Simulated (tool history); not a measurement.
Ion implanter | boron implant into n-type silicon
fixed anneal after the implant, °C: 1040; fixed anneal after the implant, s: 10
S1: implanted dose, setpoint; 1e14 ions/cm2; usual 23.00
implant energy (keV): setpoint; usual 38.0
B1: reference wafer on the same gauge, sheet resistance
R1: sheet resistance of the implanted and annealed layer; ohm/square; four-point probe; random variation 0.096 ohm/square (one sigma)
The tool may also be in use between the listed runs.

{"run": 1, "hour": 0.0, "S1": 23.0, "implant energy (keV)": 28.5, "B1": 64.37, "R1": 65.47}
{"run": 2, "hour": 27.8, "S1": 23.0, "implant energy (keV)": 28.5, "B1": 64.3, "R1": 65.5}
{"run": 3, "hour": 58.0, "S1": 23.0, "implant energy (keV)": 28.5, "B1": 64.27, "R1": 65.51}
{"run": 4, "hour": 76.9, "S1": 23.0, "implant energy (keV)": 38.0, "B1": 64.32, "R1": 62.32}
{"run": 5, "hour": 112.0, "S1": 23.0, "implant energy (keV)": 38.0, "B1": 64.32, "R1": 62.21}
{"run": 6, "hour": 124.1, "S1": 23.0, "implant energy (keV)": 38.0, "B1": 64.3, "R1": 62.31}
{"run": 7, "hour": 142.4, "S1": 23.0, "implant energy (keV)": 38.0, "B1": 64.32, "R1": 62.55}
{"run": 8, "hour": 167.8, "S1": 23.0, "implant energy (keV)": 38.0, "B1": 64.31, "R1": 62.3}
{"run": 9, "hour": 187.3, "S1": 23.0, "implant energy (keV)": 38.0, "B1": 64.26, "R1": 62.38}
{"run": 10, "hour": 208.4, "S1": 21.46, "implant energy (keV)": 38.0, "B1": 64.34, "R1": 65.66}
{"run": 11, "hour": 223.0, "S1": 21.46, "implant energy (keV)": 38.0, "B1": 64.34, "R1": 65.67}
{"run": 12, "hour": 260.8, "S1": 23.0, "implant energy (keV)": 38.0, "B1": 64.33, "R1": 62.4}
{"run": 13, "hour": 279.4, "S1": 28.29, "implant energy (keV)": 31.0, "B1": 64.23, "R1": 57.64}
{"run": 14, "hour": 296.7, "S1": 28.29, "implant energy (keV)": 31.0, "B1": 64.28, "R1": 57.62}
{"run": 15, "hour": 311.8, "S1": 23.0, "implant energy (keV)": 38.0, "B1": 64.31, "R1": 63.63}
{"run": 16, "hour": 335.5, "S1": 20.33, "implant energy (keV)": 30.0, "B1": 64.31, "R1": 71.7}
{"run": 17, "hour": 362.7, "S1": 20.02, "implant energy (keV)": 27.5, "B1": 64.29, "R1": 73.31}
{"run": 18, "hour": 440.6, "S1": 23.0, "implant energy (keV)": 38.0, "B1": 64.31, "R1": 62.98}
{"run": 19, "hour": 473.1, "S1": 23.0, "implant energy (keV)": 38.0, "B1": 64.31, "R1": 62.91}
{"run": 20, "hour": 487.2, "S1": 23.0, "implant energy (keV)": 38.0, "B1": 64.28, "R1": 62.9}
{"run": 21, "hour": 504.4, "S1": 19.59, "implant energy (keV)": 43.5, "B1": 64.32, "R1": 70.01}
{"run": 22, "hour": 528.8, "S1": 26.33, "implant energy (keV)": 45.0, "B1": 64.3, "R1": 55.72}
{"run": 23, "hour": 551.1, "S1": 27.57, "implant energy (keV)": 42.0, "B1": 64.31, "R1": 54.53}
{"run": 24, "hour": 583.8, "S1": 26.47, "implant energy (keV)": 34.5, "B1": 64.3, "R1": 57.91}
{"run": 25, "hour": 607.1, "S1": 19.02, "implant energy (keV)": 26.5, "B1": 64.32, "R1": 75.85}
{"run": 26, "hour": 639.8, "S1": 23.0, "implant energy (keV)": 30.0, "B1": 64.32, "R1": 65.14}
{"run": 27, "hour": 655.8, "S1": 21.03, "implant energy (keV)": 38.0, "B1": 64.3, "R1": 67.1}
{"run": 28, "hour": 677.1, "S1": 29.21, "implant energy (keV)": 28.0, "B1": 64.29, "R1": 57.76}
{"run": 29, "hour": 707.4, "S1": 27.14, "implant energy (keV)": 50.0, "B1": 64.27, "R1": 53.25}
{"run": 30, "hour": 750.3, "S1": 18.17, "implant energy (keV)": 45.5, "B1": 64.31, "R1": 73.89}
{"run": 31, "hour": 765.3, "S1": 23.0, "implant energy (keV)": 29.5, "B1": 64.36, "R1": 65.01}
{"run": 32, "hour": 795.4, "S1": 25.66, "implant energy (keV)": 38.0, "B1": 64.32, "R1": 57.78}
{"run": 33, "hour": 811.6, "S1": 26.0, "implant energy (keV)": 49.5, "B1": 64.31, "R1": 55.03}

Taken out of this log: 3 entries between the listed runs. Where each belongs, and how the hidden state differs across it:
Between runs 11 and 12: extraction supply calibrated (hour 260.3)
  deviation of the true dose from the Faraday cup's reading, %: 3.07 -> 3.09
  measured less the result without the state, R1: -1.53 -> -1.40 ohm/square
Between runs 12 and 13: gauge calibrated (hour 263.6); Faraday cup replaced and dose calibrated (hour 277.7)
  deviation of the true dose from the Faraday cup's reading, %: 3.09 -> -0.0337
  measured less the result without the state, R1: -1.40 -> +0.01 ohm/square
